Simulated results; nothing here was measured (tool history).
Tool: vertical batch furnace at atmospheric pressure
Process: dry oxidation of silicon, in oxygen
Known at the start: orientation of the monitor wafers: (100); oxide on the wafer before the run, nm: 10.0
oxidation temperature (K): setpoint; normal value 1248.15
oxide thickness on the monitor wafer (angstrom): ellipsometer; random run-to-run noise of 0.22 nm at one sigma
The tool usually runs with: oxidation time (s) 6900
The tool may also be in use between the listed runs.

run    hour  oxidation temperature (K)  oxidation time (s)  wafers since the last listed run  hours since the last temperature calibration  hours since the boat lift was adjusted  hours since the gauge calibration  read-back reference wafer on the same gauge, thickness  oxide thickness on the monitor wafer (angstrom)
  1       0                    1255.15                6900                                 0                                          3175                                  2548.2                             2009.9                                                   69.43                                            703.3
  2    28.3                    1255.15                6900                               409                                        3203.3                                  2576.5                             2038.2                                                   69.49                                            702.1
  3    65.1                    1248.15                6900                               532                                        3240.1                                  2613.3                               2075                                                   69.26                                            666.5
  4   132.2                    1248.15                6900                               970                                        3307.2                                  2680.4                             2142.1                                                   69.33                                            664.8
  5   188.5                    1248.15                6900                               814                                        3363.5                                  2736.7                             2198.4                                                   69.37                                            661.1
  6   232.8                    1248.15                6900                               641                                        3407.8                                    2781                             2242.7                                                   69.48                                              668
  7   264.1                    1248.15                6900                               452                                        3439.1                                  2812.3                               2274                                                   69.44                                            660.3
  8   325.2                    1248.15                6900                               884                                        3500.2                                  2873.4                             2335.1                                                   69.35                                            662.5
  9   374.1                    1248.15                6900                               707                                        3549.1                                  2922.3                               2384                                                   69.34                                            663.6
 10   402.2                    1248.15                9540                               406                                        3577.2                                  2950.4                             2412.1                                                    69.3                                            832.2
 11   436.8                    1248.15                9540                               500                                        3611.8                                    2985                             2446.7                                                   69.36                                            822.4
 12   490.3                    1248.15                6900                               774                                        3665.3                                  3038.5                             2500.2                                                   69.45                                              659
 13   514.3                    1262.15                5490                               347                                        3689.3                                  3062.5                             2524.2                                                   69.36                                            639.3
 14   580.6                    1248.15                6900                               959                                        3755.6                                  3128.8                             2590.5                                                   69.48                                            665.7
 15     646                    1248.15                8340                               946                                          3821                                  3194.2                             2655.9                                                   69.53                                            749.3
 16   712.8                    1248.15                6900                               966                                        3887.8                                    3261                             2722.7                                                   69.47                                              663
 17   751.7                    1248.15                6900                               562                                        3926.7                                  3299.9                             2761.6                                                   69.44                                              660
        766  -- gauge calibrated
 18   810.8                    1248.15                6900                               855                                        3985.8                                    3359                               44.8                                                   69.43                                            658.6
 19   868.8                    1248.15                6900                               839                                        4043.8                                    3417                              102.8                                                   69.48                                            658.9
 20    1000                    1248.15                6900                              1898                                          4175                                  3548.2                                234                                                   69.39                                            658.9
 21  1069.2                    1248.15                6900                              1001                                        4244.2                                  3617.4                              303.2                                                   69.44                                            657.4
 22  1126.5                    1248.15                6900                               829                                        4301.5                                  3674.7                              360.5                                                   69.39                                            657.7
 23  1153.2                    1238.15                6900                               386                                        4328.2                                  3701.4                              387.2                                                   69.38                                            611.2
       1181  -- boat lift adjusted
     1181.9  -- thermocouples replaced and temperature profile calibrated
 24  1189.6                    1240.15                6900                               166                                           7.7                                     8.6                              423.6                                                   69.47                                            613.8
 25  1249.9                    1272.15                7950                               872                                            68                                    68.9                              483.9                                                   69.38                                            871.5
 26  1320.6                    1248.15                6900                              1023                                         138.7                                   139.6                              554.6                                                   69.48                                            647.2
 27    1350                    1248.15                6900                               425                                         168.1                                     169                                584                                                   69.38                                              649
 28    1418                    1225.15                9720                               983                                         236.1                                     237                                652                                                   69.44                                            695.5
 29  1467.8                    1248.15                5070                               720                                         285.9                                   286.8                              701.8                                                   69.34                                            532.9
 30  1511.1                    1237.15                8460                               626                                         329.2                                   330.1                              745.1                                                   69.41                                            696.2
 31  1552.7                    1272.15                6900                               601                                         370.8                                   371.7                              786.7                                                   69.32                                            804.4
 32    1660                    1265.15                6900                              1552                                         478.1                                     479                                894                                                   69.39                                            752.7
 33  1729.9                    1248.15                6900                              1011                                           548                                   548.9                              963.9                                                   69.47                                            658.6
 34  1799.2                    1248.15                6900                              1002                                         617.3                                   618.2                             1033.2                                                   69.51                                            658.2
 35  1832.2                    1267.15                6900                               477                                         650.3                                   651.2                             1066.2                                                   69.48                                              768
 36  1861.3                    1227.15                6900                               421                                         679.4                                   680.3                             1095.3                                                   69.24                                            559.7
 37  1889.1                    1248.15                6900                               402                                         707.2                                   708.1                             1123.1                                                   69.41                                            659.4
 38  1996.3                    1241.15                8340                              1551                                         814.4                                   815.3                             1230.3                                                   69.46                                            714.4
 39  2024.1                    1256.15                9870                               402                                         842.2                                   843.1                             1258.1                                                   69.35                                            890.8
 40  2088.2                    1248.15                6900                               927                                         906.3                                   907.2                             1322.2                                                   69.43                                            654.6

3 options for the next run, each taken on its own from the tool as it stands now. Forecast them:
  A  2093.8                    1248.15                5850                                81                                         911.9                                   912.8                             1327.8                                                       ?                                                ?
  B  2093.8                    1248.15                3660                                81                                         911.9                                   912.8                             1327.8                                                       ?                                                ?
  C  2093.8                    1236.15                7890                                81                                         911.9                                   912.8                             1327.8                                                       ?                                                ?

run  read-back reference wafer on the same gauge, thickness  oxide thickness on the monitor wafer (angstrom)
  A                                                    69.4                                            591.5
  B                                                    69.4                                            440.1
  C                                                    69.4                                            664.3
What these runs would have given with no unlogged condition in the tool:
run  oxide thickness on the monitor wafer (angstrom)
  A                                            580.8
  B                                            432.5
  C                                            651.8
